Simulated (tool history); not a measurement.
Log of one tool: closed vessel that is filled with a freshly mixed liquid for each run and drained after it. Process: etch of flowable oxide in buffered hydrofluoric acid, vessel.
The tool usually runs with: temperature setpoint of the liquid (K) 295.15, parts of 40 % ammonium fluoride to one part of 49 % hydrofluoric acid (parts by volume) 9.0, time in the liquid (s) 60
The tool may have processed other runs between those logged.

run     day  temperature setpoint of the liquid (K)  parts of 40 % ammonium fluoride to one part of 49 % hydrofluoric acid (parts by volume)  time in the liquid (s)  wafers since the last listed run  hours since the thermometer was replaced  hours since the hydrofluoric acid flow meter was replaced  hours since the gauge calibration  read-back film thickness of the flowable oxide reference wafer, read on the same gauge (nm)  thickness taken off the flowable oxide on a monitor wafer (Å)
  1   0.000                                  295.15                                                                                      9.0                      60                                 0                                    1121.2                                                      318.8                             1079.7                                                                                        89.99                                                         1977.2
  2   4.100                                  295.15                                                                                      9.0                      60                             14154                                    1219.6                                                      417.2                             1178.1                                                                                        90.01                                                         1992.3
  3   7.342                                  294.15                                                                                      9.0                      60                             11190                                    1297.4                                                      495.0                             1255.9                                                                                        90.05                                                         1861.2
  4   9.692                                  292.15                                                                                      9.0                      60                              8112                                    1353.8                                                      551.4                             1312.3                                                                                        89.96                                                         1664.1
  5  13.746                                  292.15                                                                                      9.0                      60                             13995                                    1451.1                                                      648.7                             1409.6                                                                                        90.02                                                         1659.8
  6  17.246                                  292.15                                                                                      9.0                      60                             12082                                    1535.1                                                      732.7                             1493.6                                                                                        89.99                                                         1651.8
  7  21.154                                  292.65                                                                                      9.0                      60                             13492                                    1628.9                                                      826.5                             1587.4                                                                                        89.97                                                         1706.4
     23.738  -- thermometer replaced
     24.083  -- gauge calibrated
  8  24.233                                  292.65                                                                                      9.0                      60                             10486                                      11.9                                                      900.4                                3.6                                                                                        90.02                                                         1702.3
  9  26.846                                  295.15                                                                                      9.0                      60                              9018                                      74.6                                                      963.1                               66.3                                                                                        90.04                                                         1959.5
 10  28.708                                  295.15                                                                                      9.0                      60                              6429                                     119.3                                                     1007.8                              111.0                                                                                        90.02                                                         1974.6
 11  32.562                                  295.15                                                                                      9.0                      60                             13305                                     211.8                                                     1100.3                              203.5                                                                                        90.03                                                         1958.3
 12  35.708                                  295.15                                                                                      7.0                      75                             10860                                     287.3                                                     1175.8                              279.0                                                                                        90.03                                                         3143.5
 13  46.321                                  296.65                                                                                     11.5                      70                             36636                                     542.0                                                     1430.5                              533.7                                                                                        90.00                                                         1964.9
 14  48.171                                  299.65                                                                                      6.0                      60                              6386                                     586.4                                                     1474.9                              578.1                                                                                        90.01                                                         3679.9
     50.758  -- hydrofluoric acid flow meter replaced
 15  50.888                                  295.15                                                                                     11.5                      45                              9234                                     651.6                                                        3.1                              643.3                                                                                        90.00                                                         1217.1
 16  52.933                                  295.15                                                                                      9.0                      60                              7062                                     700.7                                                       52.2                              692.4                                                                                        90.04                                                         1978.8
 17  56.412                                  293.15                                                                                     12.5                      60                             12010                                     784.2                                                      135.7                              775.9                                                                                        90.03                                                         1334.6
 18  59.146                                  295.15                                                                                      9.0                      60                              9436                                     849.8                                                      201.3                              841.5                                                                                        90.01                                                         1977.7
 19  62.121                                  295.15                                                                                      9.0                      60                             10270                                     921.2                                                      272.7                              912.9                                                                                        89.94                                                         1986.1
 20  64.362                                  295.15                                                                                      9.0                      60                              7738                                     975.0                                                      326.5                              966.7                                                                                        90.01                                                         1979.3
 21  67.392                                  293.65                                                                                      8.0                      60                             10457                                    1047.7                                                      399.2                             1039.4                                                                                        90.04                                                         2041.3
 22  70.200                                  297.65                                                                                     10.5                      60                              9695                                    1115.1                                                      466.6                             1106.8                                                                                        90.04                                                         1994.8

What if the next run were any one of these 5? Each begins from the tool's condition after run 22:
  A  70.229                                  295.15                                                                                      9.0                      60                               100                                    1115.8                                                      467.3                             1107.5                                                                                            ?                                                              ?
  B  70.229                                  295.15                                                                                      7.0                      60                               100                                    1115.8                                                      467.3                             1107.5                                                                                            ?                                                              ?
  C  70.229                                  300.15                                                                                      7.0                      30                               100                                    1115.8                                                      467.3                             1107.5                                                                                            ?                                                              ?
  D  70.229                                  291.15                                                                                      7.5                      60                               100                                    1115.8                                                      467.3                             1107.5                                                                                            ?                                                              ?
  E  70.229                                  292.15                                                                                     11.0                      30                               100                                    1115.8                                                      467.3                             1107.5                                                                                            ?                                                              ?

run  read-back film thickness of the flowable oxide reference wafer, read on the same gauge (nm)  thickness taken off the flowable oxide on a monitor wafer (Å)
  A                                                                                        90.01                                                         1981.7
  B                                                                                        90.01                                                         2584.1
  C                                                                                        90.01                                                         1694.9
  D                                                                                        90.01                                                         1917.6
  E                                                                                        90.01                                                          711.1
Had the tool no hidden state, the same runs would have come out as:
run  thickness taken off the flowable oxide on a monitor wafer (Å)
  A                                                         2000.1
  B                                                         2625.6
  C                                                         1722.0
  D                                                         1948.6
  E                                                          721.4
